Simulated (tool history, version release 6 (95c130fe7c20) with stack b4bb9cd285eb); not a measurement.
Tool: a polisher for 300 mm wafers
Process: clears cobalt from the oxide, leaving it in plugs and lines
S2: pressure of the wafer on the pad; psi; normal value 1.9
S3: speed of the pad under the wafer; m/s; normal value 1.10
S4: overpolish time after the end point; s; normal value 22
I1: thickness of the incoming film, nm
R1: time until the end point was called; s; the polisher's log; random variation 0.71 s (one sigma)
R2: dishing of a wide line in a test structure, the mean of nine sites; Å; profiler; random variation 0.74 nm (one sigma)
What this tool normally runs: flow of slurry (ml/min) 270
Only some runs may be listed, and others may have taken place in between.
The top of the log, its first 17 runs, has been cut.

{"hour": 790.1, "done": "worn pad replaced by a new one"}
{"run": 18, "hour": 817.4, "flow of slurry (ml/min)": 270, "S2": 1.9, "S3": 0.74, "S4": 22, "I1": 230.3, "R1": 54.7, "R2": 489}
{"run": 19, "hour": 857.4, "flow of slurry (ml/min)": 270, "S2": 2.4, "S3": 1.34, "S4": 22, "I1": 232.2, "R1": 24.0, "R2": 632}
{"run": 20, "hour": 898.8, "flow of slurry (ml/min)": 345, "S2": 2.6, "S3": 0.92, "S4": 14, "I1": 233.2, "R1": 32.9, "R2": 506}
{"run": 21, "hour": 923.7, "flow of slurry (ml/min)": 270, "S2": 1.9, "S3": 1.1, "S4": 22, "I1": 232.0, "R1": 37.8, "R2": 576}
{"run": 22, "hour": 964.0, "flow of slurry (ml/min)": 270, "S2": 1.9, "S3": 1.1, "S4": 22, "I1": 230.4, "R1": 37.6, "R2": 559}
{"run": 23, "hour": 1030.8, "flow of slurry (ml/min)": 210, "S2": 2.3, "S3": 1.1, "S4": 22, "I1": 226.2, "R1": 31.8, "R2": 582}
{"run": 24, "hour": 1066.7, "flow of slurry (ml/min)": 200, "S2": 1.9, "S3": 1.1, "S4": 22, "I1": 230.4, "R1": 38.6, "R2": 563}
{"hour": 1169.7, "done": "slurry nozzle cleaned"}
{"hour": 1208.9, "done": "worn pad replaced by a new one"}
{"run": 25, "hour": 1214.5, "flow of slurry (ml/min)": 270, "S2": 1.9, "S3": 1.1, "S4": 22, "I1": 234.1, "R1": 38.7, "R2": 562}
{"hour": 1242.5, "done": "head pressure recalibrated"}
{"run": 26, "hour": 1257.7, "flow of slurry (ml/min)": 270, "S2": 1.9, "S3": 1.1, "S4": 22, "I1": 228.1, "R1": 36.1, "R2": 572}
{"run": 27, "hour": 1282.3, "flow of slurry (ml/min)": 270, "S2": 1.9, "S3": 1.1, "S4": 22, "I1": 230.5, "R1": 36.7, "R2": 567}
{"run": 28, "hour": 1345.4, "flow of slurry (ml/min)": 365, "S2": 1.2, "S3": 1.26, "S4": 22, "I1": 229.3, "R1": 49.3, "R2": 515}
{"run": 29, "hour": 1391.8, "flow of slurry (ml/min)": 270, "S2": 1.9, "S3": 0.9, "S4": 26, "I1": 227.6, "R1": 46.1, "R2": 564}
{"run": 30, "hour": 1459.1, "flow of slurry (ml/min)": 335, "S2": 1.9, "S3": 1.1, "S4": 33, "I1": 232.3, "R1": 39.8, "R2": 628}
{"run": 31, "hour": 1483.5, "flow of slurry (ml/min)": 220, "S2": 2.1, "S3": 1.1, "S4": 22, "I1": 227.4, "R1": 35.9, "R2": 574}
{"run": 32, "hour": 1547.5, "flow of slurry (ml/min)": 270, "S2": 1.9, "S3": 1.1, "S4": 22, "I1": 229.4, "R1": 39.6, "R2": 557}
{"hour": 1580.0, "done": "worn pad replaced by a new one"}
{"run": 33, "hour": 1581.2, "flow of slurry (ml/min)": 295, "S2": 1.9, "S3": 0.8, "S4": 34, "I1": 234.2, "R1": 51.4, "R2": 610}

For run 34, what comes out?
{"run": 34, "hour": 1712.0, "flow of slurry (ml/min)": 270, "S2": 1.9, "S3": 0.84, "S4": 22, "I1": 234.0, "R1": "?", "R2": "?"}

R1: 51.1 s
R2: 518 Å
On a tool with no hidden condition, and with the same random variation, this run would have come out at R1 48.5 s, R2 530 Å.
